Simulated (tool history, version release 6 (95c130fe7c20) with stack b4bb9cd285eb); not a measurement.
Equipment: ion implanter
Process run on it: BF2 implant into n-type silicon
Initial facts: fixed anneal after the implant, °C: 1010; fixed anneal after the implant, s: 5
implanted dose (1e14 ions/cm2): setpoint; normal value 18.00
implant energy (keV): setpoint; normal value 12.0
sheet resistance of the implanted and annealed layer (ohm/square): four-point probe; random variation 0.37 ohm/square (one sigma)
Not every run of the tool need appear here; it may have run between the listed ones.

run	hour	implanted dose (1e14 ions/cm2)	implant energy (keV)	read-back reference wafer on the same gauge, sheet resistance	sheet resistance of the implanted and annealed layer (ohm/square)
1	0.0	18.00	12.0	251.05	250.75
# hour 48.7: Faraday cup replaced and dose calibrated
2	57.4	18.00	12.0	251.00	250.71
3	140.2	18.00	12.0	251.09	250.34
4	212.5	18.00	12.0	250.92	251.40
5	289.3	18.00	14.0	251.03	233.05
6	340.8	18.00	12.0	250.94	250.98
7	380.1	18.00	12.0	250.94	251.43
# hour 460.5: gauge calibrated
8	467.2	18.00	12.0	250.84	250.88
9	604.1	18.00	12.0	250.97	251.55
10	672.7	16.39	12.0	251.02	254.46
11	779.7	18.00	12.0	251.02	252.67
# hour 869.0: Faraday cup replaced and dose calibrated
12	869.5	18.00	12.0	250.94	252.22
13	958.0	18.00	12.0	251.05	252.45
# hour 1052.1: extraction supply calibrated
14	1132.5	22.85	15.0	251.14	215.38
15	1181.5	18.00	15.0	251.02	221.72
16	1238.7	19.48	15.0	250.99	220.15
17	1324.3	21.89	15.0	250.86	216.66
18	1367.2	22.56	16.0	251.12	209.07

Difference, measured minus no-hidden-state, one row per run. Run-to-run variation is common to both terms; the gauge's own scatter need not be:
The hidden state here: deviation of the true dose from the Faraday cup's reading, %; deviation of the true energy from its setpoint, %; gauge reads high (%).
run	sheet resistance of the implanted and annealed layer (ohm/square)
1	+2.74
2	+2.85
3	+3.00
4	+3.16
5	+3.23
6	+3.42
7	+3.51
8	+3.68
9	+3.99
10	+4.18
11	+4.43
12	+4.64
13	+4.87
14	+0.67
15	+0.70
16	+0.70
17	+0.70
18	+0.70
